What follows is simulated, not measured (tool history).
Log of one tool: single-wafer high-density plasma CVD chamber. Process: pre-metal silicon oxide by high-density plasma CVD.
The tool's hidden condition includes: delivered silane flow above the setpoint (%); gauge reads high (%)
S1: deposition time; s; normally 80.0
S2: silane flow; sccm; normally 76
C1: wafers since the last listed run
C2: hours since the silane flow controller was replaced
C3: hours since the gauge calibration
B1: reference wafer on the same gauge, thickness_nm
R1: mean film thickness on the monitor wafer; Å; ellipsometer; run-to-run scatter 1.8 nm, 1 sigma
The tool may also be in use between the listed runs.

| run | day | S1 | S2 | C1 | C2 | C3 | B1 | R1 |
|---|---|---|---|---|---|---|---|---|
| 1 | 0.000 | 80.0 | 76 | 0 | 2975.9 | 739.5 | 472.005 | 5589.37 |
| 2 | 2.004 | 80.0 | 76 | 379 | 3024.0 | 787.6 | 472.590 | 5577.32 |
|  | 2.129 | gauge calibrated |
| 3 | 3.804 | 80.0 | 76 | 341 | 3067.2 | 40.2 | 472.009 | 5598.97 |
| 4 | 4.858 | 80.0 | 76 | 199 | 3092.5 | 65.5 | 472.165 | 5610.11 |
| 5 | 6.071 | 80.0 | 76 | 229 | 3121.6 | 94.6 | 472.456 | 5595.29 |
| 6 | 7.192 | 80.0 | 76 | 212 | 3148.5 | 121.5 | 472.087 | 5571.53 |
| 7 | 9.333 | 80.0 | 76 | 406 | 3199.9 | 172.9 | 472.231 | 5593.68 |
| 8 | 10.600 | 80.0 | 76 | 240 | 3230.3 | 203.3 | 471.358 | 5586.22 |
| 9 | 13.550 | 80.0 | 81 | 559 | 3301.1 | 274.1 | 472.146 | 5930.44 |
| 10 | 15.029 | 80.0 | 81 | 280 | 3336.6 | 309.6 | 472.313 | 5943.26 |
| 11 | 17.133 | 80.0 | 82 | 398 | 3387.1 | 360.1 | 471.881 | 6020.16 |
| 12 | 19.938 | 83.9 | 76 | 531 | 3454.4 | 427.4 | 472.554 | 5850.54 |
| 13 | 21.058 | 80.0 | 76 | 212 | 3481.3 | 454.3 | 472.083 | 5585.55 |
| 14 | 23.250 | 80.0 | 67 | 415 | 3533.9 | 506.9 | 472.039 | 4948.71 |
| 15 | 25.042 | 80.0 | 71 | 339 | 3576.9 | 549.9 | 471.572 | 5215.00 |
| 16 | 27.892 | 80.0 | 71 | 540 | 3645.3 | 618.3 | 472.226 | 5220.09 |
| 17 | 29.562 | 80.0 | 76 | 316 | 3685.4 | 658.4 | 471.610 | 5561.01 |
| 18 | 32.462 | 80.0 | 76 | 549 | 3755.0 | 728.0 | 472.288 | 5589.85 |
| 19 | 34.612 | 80.0 | 76 | 407 | 3806.6 | 779.6 | 471.776 | 5552.49 |
|  | 37.204 | silane flow controller replaced |
| 20 | 37.225 | 66.9 | 68 | 432 | 0.5 | 842.3 | 472.234 | 4681.68 |
| 21 | 38.771 | 80.0 | 61 | 293 | 37.6 | 879.4 | 472.376 | 5039.49 |
| 22 | 41.096 | 85.0 | 88 | 440 | 93.4 | 935.2 | 472.149 | 7702.05 |
| 23 | 42.279 | 75.8 | 70 | 224 | 121.8 | 963.6 | 471.761 | 5470.89 |
|  | 43.558 | gauge calibrated |
| 24 | 43.750 | 80.0 | 89 | 278 | 157.1 | 4.6 | 472.182 | 7308.71 |
|  | 46.442 | silane flow controller replaced, repeated, since the last time left the tool worse |
| 25 | 46.596 | 80.0 | 76 | 476 | 3.7 | 72.9 | 471.648 | 5870.61 |
| 26 | 49.325 | 80.0 | 66 | 517 | 69.2 | 138.4 | 472.065 | 5079.12 |
| 27 | 53.496 | 70.5 | 72 | 790 | 169.3 | 238.5 | 471.819 | 4857.35 |
| 28 | 54.904 | 93.0 | 80 | 267 | 203.1 | 272.3 | 471.873 | 7107.11 |
| 29 | 57.275 | 80.0 | 76 | 449 | 260.0 | 329.2 | 472.050 | 5791.64 |
| 30 | 60.200 | 85.8 | 89 | 554 | 330.2 | 399.4 | 471.905 | 7266.14 |
| 31 | 61.454 | 85.5 | 85 | 237 | 360.3 | 429.5 | 471.940 | 6912.48 |
| 32 | 63.846 | 85.5 | 69 | 453 | 417.7 | 486.9 | 472.073 | 5607.31 |

Same runs, no hidden state in the tool, same run-to-run variation:
| run | R1 |
|---|---|
| 1 | 5841.64 |
| 2 | 5830.04 |
| 3 | 5853.54 |
| 4 | 5865.68 |
| 5 | 5850.74 |
| 6 | 5826.38 |
| 7 | 5850.47 |
| 8 | 5843.20 |
| 9 | 6204.50 |
| 10 | 6218.52 |
| 11 | 6299.81 |
| 12 | 6123.34 |
| 13 | 5846.37 |
| 14 | 5180.43 |
| 15 | 5459.71 |
| 16 | 5465.84 |
| 17 | 5823.29 |
| 18 | 5854.27 |
| 19 | 5815.70 |
| 20 | 4342.19 |
| 21 | 4680.67 |
| 22 | 7168.32 |
| 23 | 5096.91 |
| 24 | 6817.42 |
| 25 | 5849.23 |
| 26 | 5074.03 |
| 27 | 4870.87 |
| 28 | 7135.53 |
| 29 | 5826.24 |
| 30 | 7326.41 |
| 31 | 6976.44 |
| 32 | 5669.09 |

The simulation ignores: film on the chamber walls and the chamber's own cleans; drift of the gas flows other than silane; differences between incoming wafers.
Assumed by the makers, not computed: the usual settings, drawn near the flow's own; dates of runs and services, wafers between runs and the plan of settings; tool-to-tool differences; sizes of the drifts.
